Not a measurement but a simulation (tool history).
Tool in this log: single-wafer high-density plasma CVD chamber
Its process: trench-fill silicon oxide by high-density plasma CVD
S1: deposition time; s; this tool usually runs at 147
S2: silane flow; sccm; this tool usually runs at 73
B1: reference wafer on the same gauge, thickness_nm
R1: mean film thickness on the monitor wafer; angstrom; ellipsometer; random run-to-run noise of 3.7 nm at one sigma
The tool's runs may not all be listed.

run	hour	S1	S2	B1	R1
1	0	147	73	919.655	11313.87
2	16.6	147	73	920.163	11253.27
3	34.4	147	73	920.06	11247.09
4	61.1	147	73	920.674	11256.97
5	86.2	147	73	920.411	11204.22
6	102.7	147	73	920.115	11286.88
# hour 122.9: gauge calibrated
7	132.6	147	66	920.236	10157.72
8	157.7	147	66	920.351	10205.79
9	172.3	147	82	920.652	12658.32
10	187.7	147	82	919.75	12668.81
11	211.3	147	73	920.449	11247.57
12	239.9	147	73	920.089	11229.39
13	267	147	84	920.397	12967.36
# hour 354.8: silane flow controller replaced
14	359	147	77	920.101	11135.78
15	373.8	130	73	919.845	9404.48
16	406.2	125	73	919.367	8995.06
17	440.1	125	73	919.354	9037
18	455.3	125	73	919.821	9000.52
19	558.3	147	62	919.841	9078.55
20	572.6	157	73	919.963	11434.6
21	605	147	73	919.326	10709.21
22	634.3	147	73	919.243	10815.52
23	651.8	147	73	919.917	10730.38
24	667.3	176	62	919.352	10948.77
25	691.8	147	73	919.013	10874.68
26	720.1	147	73	920.188	10822.97
27	750.5	161	83	920.119	13385.81
28	770.5	168	83	920.289	13946.33
29	786.5	130	82	920.64	10755.04
30	799.7	147	73	919.844	10830.39
31	818.5	166	64	920.337	10724.69
# hour 821.5: gauge calibrated
32	833.8	147	73	919.912	10820.99
33	866.5	135	68	920.017	9353.11
34	885.3	138	82	920.69	11440.47
35	916.4	147	63	919.613	9356.64
36	948.4	147	83	920.003	12414.69
37	976.2	147	73	919.398	10992.95
38	999.9	162	86	919.455	14138.58
39	1032.8	162	79	920.963	13004.33
40	1068.4	176	59	920.118	10585.73

Branching from run 40: 3 alternative next runs. What would each branch give?
A	1068.8	132	73	?	?
B	1068.8	159	67	?	?
C	1068.8	129	73	?	?

run	B1	R1
A	920.271	9816.11
B	920.271	10852.12
C	920.271	9593.02
Take away the tool's hidden state, keep each run's random variation, and the runs would have read:
run	R1
A	9459.41
B	10457.77
C	9244.42
